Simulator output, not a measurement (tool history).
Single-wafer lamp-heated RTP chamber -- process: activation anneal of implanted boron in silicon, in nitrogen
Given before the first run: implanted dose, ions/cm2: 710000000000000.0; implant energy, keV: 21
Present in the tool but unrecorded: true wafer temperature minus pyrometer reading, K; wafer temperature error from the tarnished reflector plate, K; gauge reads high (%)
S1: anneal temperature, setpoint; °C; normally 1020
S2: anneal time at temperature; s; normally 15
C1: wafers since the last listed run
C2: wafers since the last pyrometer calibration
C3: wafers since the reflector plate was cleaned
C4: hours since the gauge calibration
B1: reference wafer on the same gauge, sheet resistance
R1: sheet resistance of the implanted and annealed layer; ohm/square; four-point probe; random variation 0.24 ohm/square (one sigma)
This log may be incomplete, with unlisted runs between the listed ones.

run   hour    S1  S2   C1    C2    C3     C4      B1      R1
  1      0  1020  15    0  2020  4585  385.5  133.02  161.96
  2    9.4  1020  15   91  2112  4677  394.9  132.98  162.21
  3   24.6  1007  15  148  2261  4826  410.1  132.97  163.75
  4   39.7  1026  15  147  2408  4974  425.2  133.03  161.13
  5   46.9  1026  15   70  2479  5044  432.4     133  160.82
  6   79.7  1026  15  320  2800  5365  465.2  133.02  161.08
      92.9  -- reflector plate cleaned
  7   93.4  1020  15   55  2856     4  478.9  133.01  162.28
  8  100.3  1020  15   67  2923    72  485.8  133.02  162.02
  9    112  1020  10  114  3038   186  497.5  132.99  163.24
 10    127  1020  15  146  3184   333  512.5  133.01  162.98
 11  133.1  1020  15   59  3244   393  518.6  133.02  162.61
 12  147.6  1020  15  141  3386   535  533.1  133.01   161.8
 13  160.5  1020  15  126  3512   661    546     133  162.68
     165.9  -- gauge calibrated
 14  167.7  1020  15   70  3583   731    1.8     133  162.89
 15  183.2  1020   8  151  3734   883   17.3  133.03  163.17
 16  194.3  1001  19  108  3843   992   28.4     133  165.31
 17  200.5  1020  15   60  3904  1052   34.6  133.02   162.9
 18    215  1020  15  141  4045  1194   49.1     133  162.46
     223.5  -- pyrometer window cleaned and pyrometer calibrated
 19  268.9  1020  11  449   444  1643    103  133.04  162.53
 20  276.5  1020  15   74   518  1718  110.6  132.99  162.24
 21  292.1   993  19  152   671  1870  126.2     133   168.3
 22  303.8  1020  15  114   786  1985  137.9  132.95   162.4
 23  320.3  1029  15  161   947  2146  154.4  133.03  161.44
 24  337.1  1020  15  164  1111  2311  171.2  132.98  162.67

Run 25 is up next; what results do you expect?
 25  346.6  1036  19  92  1204  2404  180.7   ?   ?

{"run 25": {"B1": 132.98, "R1": 160.44}}
If the tool had no hidden condition, the same run with the same run-to-run variation would have returned R1 160.55 ohm/square.
